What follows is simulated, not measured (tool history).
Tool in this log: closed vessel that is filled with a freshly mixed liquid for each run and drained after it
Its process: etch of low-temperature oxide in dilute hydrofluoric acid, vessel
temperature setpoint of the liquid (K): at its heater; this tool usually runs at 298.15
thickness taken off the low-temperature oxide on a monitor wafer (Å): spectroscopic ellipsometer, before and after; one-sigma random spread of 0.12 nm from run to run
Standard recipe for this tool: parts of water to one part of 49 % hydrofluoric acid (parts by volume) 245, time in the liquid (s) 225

run    hour  temperature setpoint of the liquid (K)  parts of water to one part of 49 % hydrofluoric acid (parts by volume)  time in the liquid (s)  wafers since the last listed run  hours since the thermometer was replaced  hours since the hydrofluoric acid flow meter was replaced  hours since the gauge calibration  read-back film thickness of the low-temperature oxide reference wafer, read on the same gauge (nm)  thickness taken off the low-temperature oxide on a monitor wafer (Å)
  1     0.0                                  298.15                                                                     245                     225                                 0                                     808.2                                                     1482.3                             1391.1                                                                                              150.01                                                                 160.8
  2    48.3                                  298.15                                                                     245                     315                              2590                                     856.5                                                     1530.6                             1439.4                                                                                              150.03                                                                 226.8
  3   120.1                                  298.15                                                                     245                     315                              3850                                     928.3                                                     1602.4                             1511.2                                                                                              150.05                                                                 229.7
  4   178.9                                  294.65                                                                     245                     225                              3153                                     987.1                                                     1661.2                             1570.0                                                                                              149.98                                                                 144.4
  5   246.7                                  294.65                                                                     245                     225                              3636                                    1054.9                                                     1729.0                             1637.8                                                                                              149.98                                                                 143.9
  6   302.3                                  298.15                                                                     340                     225                              2982                                    1110.5                                                     1784.6                             1693.4                                                                                              150.00                                                                 106.8
  7   363.7                                  298.15                                                                     340                     225                              3293                                    1171.9                                                     1846.0                             1754.8                                                                                              150.02                                                                 107.2
  8   413.2                                  298.15                                                                     245                     225                              2654                                    1221.4                                                     1895.5                             1804.3                                                                                              149.97                                                                 166.0
  9   444.1                                  299.65                                                                     275                     135                              1657                                    1252.3                                                     1926.4                             1835.2                                                                                              149.97                                                                  89.5
 10   500.1                                  298.15                                                                     245                     225                              3003                                    1308.3                                                     1982.4                             1891.2                                                                                              150.03                                                                 166.0
 11   547.4                                  298.15                                                                     290                     295                              2536                                    1355.6                                                     2029.7                             1938.5                                                                                              149.99                                                                 177.3
 12   587.3                                  298.15                                                                     245                     225                              2140                                    1395.5                                                     2069.6                             1978.4                                                                                              150.00                                                                 164.7
      629.3  -- thermometer replaced
 13   642.4                                  303.15                                                                     245                     150                              2901                                      13.1                                                     2124.7                             2033.5                                                                                              150.00                                                                 123.9
 14   691.2                                  300.15                                                                     130                     295                              2617                                      61.9                                                     2173.5                             2082.3                                                                                              149.99                                                                 473.2
 15   739.3                                  298.15                                                                     245                     225                              2579                                     110.0                                                     2221.6                             2130.4                                                                                              150.00                                                                 156.2
 16   786.7                                  298.15                                                                     360                     170                              2542                                     157.4                                                     2269.0                             2177.8                                                                                              149.98                                                                  72.1
      867.6  -- hydrofluoric acid flow meter replaced
 17   875.9                                  298.15                                                                     160                     225                              4730                                     246.6                                                        8.3                             2267.0                                                                                              150.01                                                                 269.5
 18   935.3                                  298.15                                                                     245                     225                              3185                                     306.0                                                       67.7                             2326.4                                                                                              149.98                                                                 160.6
      943.9  -- gauge calibrated
 19   989.0                                  300.65                                                                     310                     275                              2880                                     359.7                                                      121.4                               45.1                                                                                              149.97                                                                 155.7
 20  1030.2                                  302.65                                                                     245                     340                              2209                                     400.9                                                      162.6                               86.3                                                                                              149.99                                                                 277.2
 21  1091.2                                  296.15                                                                     360                     225                              3271                                     461.9                                                      223.6                              147.3                                                                                              149.97                                                                  90.2
 22  1125.6                                  298.15                                                                     195                     310                              1845                                     496.3                                                      258.0                              181.7                                                                                              150.00                                                                 292.0
 23  1176.4                                  294.65                                                                     245                     135                              2724                                     547.1                                                      308.8                              232.5                                                                                              150.00                                                                  85.3
 24  1234.1                                  298.15                                                                     245                     225                              3094                                     604.8                                                      366.5                              290.2                                                                                              149.98                                                                 161.1
 25  1265.2                                  298.15                                                                     245                     225                              1668                                     635.9                                                      397.6                              321.3                                                                                              150.02                                                                 161.4
 26  1325.8                                  298.15                                                                     170                     225                              3250                                     696.5                                                      458.2                              381.9                                                                                              149.99                                                                 258.4
 27  1367.5                                  296.15                                                                     355                      95                              2236                                     738.2                                                      499.9                              423.6                                                                                              150.03                                                                  39.6
 28  1430.3                                  298.15                                                                     245                     225                              3368                                     801.0                                                      562.7                              486.4                                                                                              149.96                                                                 162.3
 29  1572.0                                  300.15                                                                     245                     225                              7599                                     942.7                                                      704.4                              628.1                                                                                              149.99                                                                 175.1
 30  1643.2                                  296.65                                                                     205                     150                              3818                                    1013.9                                                      775.6                              699.3                                                                                              150.04                                                                 128.3
 31  1669.5                                  295.15                                                                     365                     340                              1410                                    1040.2                                                      801.9                              725.6                                                                                              150.02                                                                 134.0

Each row is a separate what-if for the run after 31, all from the same tool condition, not one after another. Results?
  A  1670.2                                  298.15                                                                     245                     225                                37                                    1040.9                                                      802.6                              726.3                                                                                                   ?                                                                     ?
  B  1670.2                                  296.15                                                                     360                     345                                37                                    1040.9                                                      802.6                              726.3                                                                                                   ?                                                                     ?
  C  1670.2                                  298.15                                                                     345                     115                                37                                    1040.9                                                      802.6                              726.3                                                                                                   ?                                                                     ?
  D  1670.2                                  294.15                                                                     160                     180                                37                                    1040.9                                                      802.6                              726.3                                                                                                   ?                                                                     ?
  E  1670.2                                  298.15                                                                     355                     225                                37                                    1040.9                                                      802.6                              726.3                                                                                                   ?                                                                     ?

run  read-back film thickness of the low-temperature oxide reference wafer, read on the same gauge (nm)  thickness taken off the low-temperature oxide on a monitor wafer (Å)
  A                                                                                              150.00                                                                 164.5
  B                                                                                              150.00                                                                 142.9
  C                                                                                              150.00                                                                  53.9
  D                                                                                              150.00                                                                 190.8
  E                                                                                              150.00                                                                 101.4
The same runs, with their run-to-run variation unchanged, on a tool lacking any hidden condition would have given:
run  thickness taken off the low-temperature oxide on a monitor wafer (Å)
  A                                                                 156.2
  B                                                                 136.0
  C                                                                  51.3
  D                                                                 180.2
  E                                                                  96.6

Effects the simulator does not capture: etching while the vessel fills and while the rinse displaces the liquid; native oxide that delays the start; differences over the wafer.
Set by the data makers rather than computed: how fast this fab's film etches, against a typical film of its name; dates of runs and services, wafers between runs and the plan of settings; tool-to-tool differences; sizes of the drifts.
